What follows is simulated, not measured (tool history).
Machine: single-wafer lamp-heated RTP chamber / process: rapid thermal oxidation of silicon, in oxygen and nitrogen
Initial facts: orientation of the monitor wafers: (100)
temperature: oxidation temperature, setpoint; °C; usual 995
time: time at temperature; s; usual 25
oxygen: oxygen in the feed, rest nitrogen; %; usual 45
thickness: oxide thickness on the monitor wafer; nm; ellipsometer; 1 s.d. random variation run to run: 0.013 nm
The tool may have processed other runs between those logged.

run,hour,temperature,time,oxygen,"read-back reference wafer on the same gauge, thickness",thickness
1,0.0,995,25,45,3.551,3.219
2,8.0,995,25,45,3.551,3.234
3,20.3,995,25,62,3.548,3.503
4,27.1,995,25,62,3.552,3.535
5,37.1,1010,25,45,3.553,3.520
6,53.6,995,25,45,3.554,3.246
7,62.0,995,25,45,3.555,3.240
8,78.6,986,25,54,3.547,3.213
9,91.9,986,25,54,3.551,3.234
10,106.8,986,25,54,3.549,3.209
11,117.3,995,25,45,3.550,3.221
12,127.3,995,36,73,3.547,4.253
13,133.8,972,31,67,3.550,3.379
# hour 147.2: oxygen flow controller replaced
14,147.7,995,30,18,3.549,2.821
15,156.2,1015,19,69,3.550,3.733
# hour 173.0: pyrometer window cleaned and pyrometer calibrated
16,173.5,1005,35,58,3.556,4.174
17,187.5,979,15,56,3.549,2.714
# hour 196.3: gauge calibrated
18,203.9,971,13,22,3.551,2.270
19,216.2,987,33,65,3.547,3.777
20,233.8,995,25,45,3.551,3.259
21,249.7,1012,25,29,3.553,3.183

What if the next run were any one of these 4? Each begins from the tool's condition after run 21:
A,250.1,995,25,45,?,?
B,250.1,995,32,22,?,?
C,250.1,1007,25,17,?,?
D,250.1,995,21,45,?,?

run,"read-back reference wafer on the same gauge, thickness",thickness
A,3.553,3.230
B,3.553,2.962
C,3.553,2.773
D,3.553,3.057
The same runs, with their run-to-run variation unchanged, on a tool lacking any hidden condition would have given:
run,thickness
A,3.230
B,2.962
C,2.773
D,3.057
